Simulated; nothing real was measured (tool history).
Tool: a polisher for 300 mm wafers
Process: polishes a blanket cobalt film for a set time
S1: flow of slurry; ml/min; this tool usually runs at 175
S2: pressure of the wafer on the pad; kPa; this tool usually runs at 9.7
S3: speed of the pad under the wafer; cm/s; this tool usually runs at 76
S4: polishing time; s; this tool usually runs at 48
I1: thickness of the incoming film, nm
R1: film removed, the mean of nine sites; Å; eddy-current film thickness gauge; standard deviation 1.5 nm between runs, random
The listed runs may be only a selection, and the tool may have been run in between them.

{"run": 1, "hour": 0.0, "S1": 175, "S2": 7.6, "S3": 76, "S4": 48, "I1": 1339.2, "R1": 830}
{"run": 2, "hour": 100.2, "S1": 175, "S2": 9.7, "S3": 96, "S4": 48, "I1": 1323.7, "R1": 1319}
{"hour": 151.9, "done": "head pressure recalibrated"}
{"run": 3, "hour": 195.3, "S1": 175, "S2": 9.7, "S3": 96, "S4": 48, "I1": 1347.7, "R1": 1314}
{"run": 4, "hour": 277.8, "S1": 175, "S2": 9.7, "S3": 76, "S4": 48, "I1": 1314.6, "R1": 1058}
{"run": 5, "hour": 340.3, "S1": 175, "S2": 9.7, "S3": 76, "S4": 48, "I1": 1320, "R1": 1075}
{"run": 6, "hour": 433.5, "S1": 175, "S2": 9.7, "S3": 76, "S4": 48, "I1": 1341, "R1": 1063}
{"run": 7, "hour": 480.9, "S1": 175, "S2": 9.7, "S3": 76, "S4": 48, "I1": 1305.3, "R1": 1037}
{"run": 8, "hour": 543.4, "S1": 175, "S2": 9.7, "S3": 76, "S4": 48, "I1": 1340.3, "R1": 1064}
{"hour": 594.7, "done": "slurry nozzle cleaned"}
{"run": 9, "hour": 627.5, "S1": 135, "S2": 9.7, "S3": 76, "S4": 48, "I1": 1344.9, "R1": 1014}
{"hour": 730.4, "done": "worn pad replaced by a new one"}
{"run": 10, "hour": 767.6, "S1": 135, "S2": 9.7, "S3": 76, "S4": 48, "I1": 1341.1, "R1": 1019}
{"run": 11, "hour": 803.7, "S1": 135, "S2": 9.7, "S3": 76, "S4": 48, "I1": 1341, "R1": 995}
{"run": 12, "hour": 866.4, "S1": 175, "S2": 9.7, "S3": 76, "S4": 48, "I1": 1354.8, "R1": 1080}
{"hour": 904.1, "done": "head pressure recalibrated"}
{"run": 13, "hour": 973.4, "S1": 175, "S2": 7.6, "S3": 76, "S4": 41, "I1": 1350.4, "R1": 729}
{"run": 14, "hour": 1040.6, "S1": 175, "S2": 9.7, "S3": 76, "S4": 48, "I1": 1302.7, "R1": 1064}
{"run": 15, "hour": 1142.4, "S1": 175, "S2": 9.7, "S3": 68, "S4": 59, "I1": 1327.4, "R1": 1172}
{"run": 16, "hour": 1184.6, "S1": 230, "S2": 9.7, "S3": 88, "S4": 35, "I1": 1334.3, "R1": 903}
{"run": 17, "hour": 1235.4, "S1": 130, "S2": 12.4, "S3": 94, "S4": 48, "I1": 1329.3, "R1": 1615}
{"run": 18, "hour": 1289.6, "S1": 175, "S2": 9.7, "S3": 88, "S4": 48, "I1": 1320.2, "R1": 1217}
{"hour": 1313.7, "done": "slurry nozzle cleaned"}
{"run": 19, "hour": 1346.2, "S1": 120, "S2": 9.7, "S3": 76, "S4": 48, "I1": 1349.1, "R1": 1007}
{"run": 20, "hour": 1432.5, "S1": 175, "S2": 6.9, "S3": 76, "S4": 48, "I1": 1302.3, "R1": 755}
{"hour": 1495.3, "done": "worn pad replaced by a new one"}
{"run": 21, "hour": 1516.3, "S1": 175, "S2": 9.7, "S3": 76, "S4": 48, "I1": 1317.6, "R1": 1066}
{"run": 22, "hour": 1576.6, "S1": 175, "S2": 11.7, "S3": 76, "S4": 48, "I1": 1332.3, "R1": 1299}
{"run": 23, "hour": 1683.6, "S1": 175, "S2": 11, "S3": 76, "S4": 48, "I1": 1308.2, "R1": 1215}
{"run": 24, "hour": 1785.7, "S1": 195, "S2": 11.7, "S3": 64, "S4": 60, "I1": 1330.8, "R1": 1333}
{"hour": 1817.5, "done": "head pressure recalibrated"}
{"run": 25, "hour": 1887.2, "S1": 175, "S2": 9.7, "S3": 76, "S4": 48, "I1": 1303.6, "R1": 1081}
{"hour": 1982.6, "done": "slurry nozzle cleaned"}
{"run": 26, "hour": 1988.8, "S1": 175, "S2": 9.7, "S3": 76, "S4": 48, "I1": 1352.1, "R1": 1043}
{"run": 27, "hour": 2202.3, "S1": 200, "S2": 9.7, "S3": 76, "S4": 48, "I1": 1321.7, "R1": 1090}
{"hour": 2256.5, "done": "worn pad replaced by a new one"}
{"run": 28, "hour": 2309.9, "S1": 175, "S2": 11.7, "S3": 76, "S4": 64, "I1": 1343, "R1": 1698}
{"run": 29, "hour": 2409.0, "S1": 175, "S2": 9.7, "S3": 76, "S4": 48, "I1": 1341.4, "R1": 1033}
{"run": 30, "hour": 2515.6, "S1": 175, "S2": 9.7, "S3": 50, "S4": 62, "I1": 1324.5, "R1": 920}
{"run": 31, "hour": 2581.7, "S1": 175, "S2": 9.7, "S3": 76, "S4": 48, "I1": 1337.6, "R1": 1046}
{"run": 32, "hour": 2624.9, "S1": 175, "S2": 6.2, "S3": 76, "S4": 61, "I1": 1357.2, "R1": 853}
{"run": 33, "hour": 2677.5, "S1": 210, "S2": 9.7, "S3": 90, "S4": 48, "I1": 1317.8, "R1": 1256}
{"hour": 2725.4, "done": "head pressure recalibrated"}
{"run": 34, "hour": 2782.1, "S1": 175, "S2": 6.2, "S3": 76, "S4": 48, "I1": 1323, "R1": 690}
{"run": 35, "hour": 2845.6, "S1": 175, "S2": 9.7, "S3": 96, "S4": 48, "I1": 1341.8, "R1": 1348}
{"hour": 2852.2, "done": "slurry nozzle cleaned"}
{"run": 36, "hour": 2883.7, "S1": 200, "S2": 10.3, "S3": 76, "S4": 48, "I1": 1351.6, "R1": 1155}
{"run": 37, "hour": 2976.7, "S1": 175, "S2": 9.7, "S3": 76, "S4": 37, "I1": 1334.4, "R1": 796}

List, for all runs, the conditions of the tool that the log does not record:
removal rate lost through wear of the pad, %: 0 on each run
slurry flow missing at the pad, %: 0 on each run
deviation of the head's pressure from its setpoint, %: 0 on each run
